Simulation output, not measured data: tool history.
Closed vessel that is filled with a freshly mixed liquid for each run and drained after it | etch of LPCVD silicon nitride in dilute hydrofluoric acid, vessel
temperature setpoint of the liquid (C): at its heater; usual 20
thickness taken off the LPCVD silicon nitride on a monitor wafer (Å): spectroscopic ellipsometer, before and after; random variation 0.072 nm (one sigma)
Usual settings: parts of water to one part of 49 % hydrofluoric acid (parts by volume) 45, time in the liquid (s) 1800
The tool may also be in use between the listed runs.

run     day  temperature setpoint of the liquid (C)  parts of water to one part of 49 % hydrofluoric acid (parts by volume)  time in the liquid (s)  wafers since the last listed run  hours since the thermometer was replaced  hours since the hydrofluoric acid flow meter was replaced  hours since the gauge calibration  read-back film thickness of the LPCVD silicon nitride reference wafer, read on the same gauge (nm)  thickness taken off the LPCVD silicon nitride on a monitor wafer (Å)
  1       0                                    23.5                                                                      45                    1800                                 0                                     624.2                                                     1396.8                              158.9                                                                                              119.97                                                                 206.3
  2   0.612                                    23.5                                                                      45                    1800                               724                                     638.9                                                     1411.5                              173.6                                                                                              120.01                                                                   207
  3   1.325                                      20                                                                      45                    1430                               842                                       656                                                     1428.6                              190.7                                                                                                 120                                                                 130.3
  4   1.646                                      20                                                                      45                    1430                               379                                     663.7                                                     1436.3                              198.4                                                                                              120.02                                                                   129
  5   1.983                                      20                                                                      45                    2330                               399                                     671.8                                                     1444.4                              206.5                                                                                              120.02                                                                 212.1
  6   2.267                                      20                                                                      45                    2330                               335                                     678.6                                                     1451.2                              213.3                                                                                              120.02                                                                 212.1
  7   2.654                                      20                                                                      45                    1800                               458                                     687.9                                                     1460.5                              222.6                                                                                              119.97                                                                   163
  8   3.354                                      20                                                                      45                    1800                               827                                     704.7                                                     1477.3                              239.4                                                                                              119.97                                                                 162.9
  9   3.733                                      20                                                                      45                    1800                               448                                     713.8                                                     1486.4                              248.5                                                                                              120.02                                                                 164.3
 10   4.312                                      20                                                                      45                    1800                               684                                     727.7                                                     1500.3                              262.4                                                                                              119.98                                                                 164.7
 11   4.821                                      20                                                                      45                    2355                               601                                     739.9                                                     1512.5                              274.6                                                                                              120.01                                                                 216.4
 12   5.296                                      20                                                                      45                    2220                               561                                     751.3                                                     1523.9                                286                                                                                              119.98                                                                 201.8
      5.383  -- gauge calibrated
 13   5.871                                    22.5                                                                      45                    1800                               679                                     765.1                                                     1537.7                               11.7                                                                                                 120                                                                 197.4
      6.229  -- hydrofluoric acid flow meter replaced
 14     6.3                                      17                                                                      45                    1800                               458                                     775.4                                                        1.7                                 22                                                                                              119.96                                                                 140.3
 15   6.842                                      20                                                                      45                     800                               640                                     788.4                                                       14.7                                 35                                                                                                 120                                                                  77.3
 16   7.567                                      20                                                                      45                    2355                               857                                     805.8                                                       32.1                               52.4                                                                                              119.98                                                                   227
 17    7.85                                      17                                                                      45                    1800                               335                                     812.6                                                       38.9                               59.2                                                                                              119.98                                                                 141.2
      7.967  -- thermometer replaced
      8.346  -- hydrofluoric acid flow meter replaced, repeated, since the last time left the tool worse
 18   8.538                                    23.5                                                                      45                    1800                               714                                      13.7                                                        4.6                               75.7                                                                                              119.99                                                                 193.2
 19   9.108                                      20                                                                      45                    1800                               674                                      27.4                                                       18.3                               89.4                                                                                              119.96                                                                 153.1
 20   9.812                                    18.5                                                                      45                    1800                               832                                      44.3                                                       35.2                              106.3                                                                                                 120                                                                 136.2
 21  11.788                                      22                                                                      45                     895                              2335                                      91.7                                                       82.6                              153.7                                                                                              119.99                                                                  86.6

3 ways to go on from here, each from the tool as it stands after run 21. What would each give?
  A  11.833                                      20                                                                      45                    1800                                54                                      92.8                                                       83.7                              154.8                                                                                                   ?                                                                     ?
  B  11.833                                      20                                                                      60                     885                                54                                      92.8                                                       83.7                              154.8                                                                                                   ?                                                                     ?
  C  11.833                                      17                                                                      50                    1515                                54                                      92.8                                                       83.7                              154.8                                                                                                   ?                                                                     ?

run  read-back film thickness of the LPCVD silicon nitride reference wafer, read on the same gauge (nm)  thickness taken off the LPCVD silicon nitride on a monitor wafer (Å)
  A                                                                                              120.03                                                                 152.7
  B                                                                                              120.03                                                                  56.8
  C                                                                                              120.03                                                                    94
Without the tool's hidden state the same runs would have given:
run  thickness taken off the LPCVD silicon nitride on a monitor wafer (Å)
  A                                                                 150.7
  B                                                                    56
  C                                                                  92.7
